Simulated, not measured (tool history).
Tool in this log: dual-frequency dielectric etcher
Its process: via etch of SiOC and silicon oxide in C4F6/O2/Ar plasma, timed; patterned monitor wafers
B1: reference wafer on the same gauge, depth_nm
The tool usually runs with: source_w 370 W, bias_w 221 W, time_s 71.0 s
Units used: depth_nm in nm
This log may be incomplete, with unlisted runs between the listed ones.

Run 1, day 0.000: usual settings but source_w 340 W, bias_w 207 W; B1 69.3. Result: depth_nm 73.7 nm.
Run 2, day 2.525: usual settings; B1 69.3. Result: depth_nm 79.1 nm.
Run 3, day 5.021: usual settings; B1 69.3. Result: depth_nm 79.3 nm.
Run 4, day 9.025: usual settings; B1 69.2. Result: depth_nm 79.9 nm.
Run 5, day 12.196: usual settings; B1 69.2. Result: depth_nm 79.2 nm.
Run 6, day 15.821: usual settings; B1 69.5. Result: depth_nm 79.4 nm.
Run 7, day 18.104: usual settings but bias_w 195 W, time_s 66.0 s; B1 69.1. Result: depth_nm 68.0 nm.
At day 19.908: wet clean of the chamber.
Run 8, day 22.458: usual settings but bias_w 195 W, time_s 66.0 s; B1 69.3. Result: depth_nm 68.5 nm.
At day 23.233: gauge calibrated.
Run 9, day 25.817: usual settings but bias_w 195 W, time_s 66.0 s; B1 69.4. Result: depth_nm 67.9 nm.
Run 10, day 28.058: usual settings but bias_w 184 W; B1 69.2. Result: depth_nm 70.9 nm.
Run 11, day 31.967: usual settings; B1 69.4. Result: depth_nm 79.8 nm.
Run 12, day 35.646: usual settings but source_w 320 W; B1 69.3. Result: depth_nm 73.5 nm.
Run 13, day 38.167: usual settings but source_w 320 W; B1 69.4. Result: depth_nm 74.4 nm.
At day 39.312: wet clean of the chamber.
Run 14, day 41.838: usual settings but source_w 320 W; B1 69.4. Result: depth_nm 74.3 nm.
Run 15, day 44.358: usual settings but source_w 330 W, bias_w 264 W; B1 69.2. Result: depth_nm 83.0 nm.
At day 46.612: bias power generator calibrated.
Run 16, day 48.638: usual settings but source_w 300 W, bias_w 172 W, time_s 57.5 s; B1 69.2. Result: depth_nm 50.6 nm.
Run 17, day 50.200: usual settings but bias_w 240 W, time_s 58.5 s; B1 69.5. Result: depth_nm 68.0 nm.
Run 18, day 54.567: usual settings but source_w 310 W, bias_w 248 W; B1 69.3. Result: depth_nm 78.3 nm.
Run 19, day 56.704: usual settings; B1 69.3. Result: depth_nm 80.7 nm.
At day 61.479: wet clean of the chamber.
Run 20, day 61.500: usual settings but source_w 340 W, bias_w 207 W; B1 69.1. Result: depth_nm 74.9 nm.
At day 63.754: upper electrode replaced.
Run 21, day 63.775: usual settings but source_w 290 W, bias_w 173 W; B1 69.3. Result: depth_nm 62.8 nm.
Run 22, day 67.150: usual settings; B1 69.3. Result: depth_nm 80.6 nm.
At day 69.575: source power generator calibrated.
Run 23, day 70.683: usual settings; B1 69.3. Result: depth_nm 79.2 nm.
Run 24, day 73.700: usual settings; B1 69.3. Result: depth_nm 79.3 nm.
Run 25, day 76.467: usual settings; B1 69.4. Result: depth_nm 78.2 nm.
Run 26, day 79.221: usual settings but source_w 290 W, time_s 82.0 s; B1 69.3. Result: depth_nm 81.4 nm.
At day 82.375: wet clean of the chamber.
Run 27, day 82.396: usual settings but source_w 410 W, time_s 62.5 s; B1 69.4. Result: depth_nm 71.4 nm.
Run 28, day 84.033: usual settings; B1 69.3. Result: depth_nm 77.7 nm.
Run 29, day 87.117: usual settings but time_s 63.5 s; B1 69.2. Result: depth_nm 70.5 nm.
Run 30, day 90.938: usual settings but source_w 450 W, time_s 90.0 s; B1 69.4. Result: depth_nm 108.2 nm.

Each row is a separate what-if for the run after 30, all from the same tool condition, not one after another. Results?
Run A, day 90.954: usual settings; B1 ?. Result: depth_nm ?.
Run B, day 90.954: usual settings but source_w 290 W, bias_w 248 W; B1 ?. Result: depth_nm ?.
Run C, day 90.954: usual settings but source_w 400 W; B1 ?. Result: depth_nm ?.

run    B1  depth_nm
  A  69.2      78.2
  B  69.2      74.6
  C  69.2      80.9
With the hidden condition removed and each run's random variation left untouched, the same runs would have given:
run  depth_nm
  A      78.3
  B      74.7
  C      81.0

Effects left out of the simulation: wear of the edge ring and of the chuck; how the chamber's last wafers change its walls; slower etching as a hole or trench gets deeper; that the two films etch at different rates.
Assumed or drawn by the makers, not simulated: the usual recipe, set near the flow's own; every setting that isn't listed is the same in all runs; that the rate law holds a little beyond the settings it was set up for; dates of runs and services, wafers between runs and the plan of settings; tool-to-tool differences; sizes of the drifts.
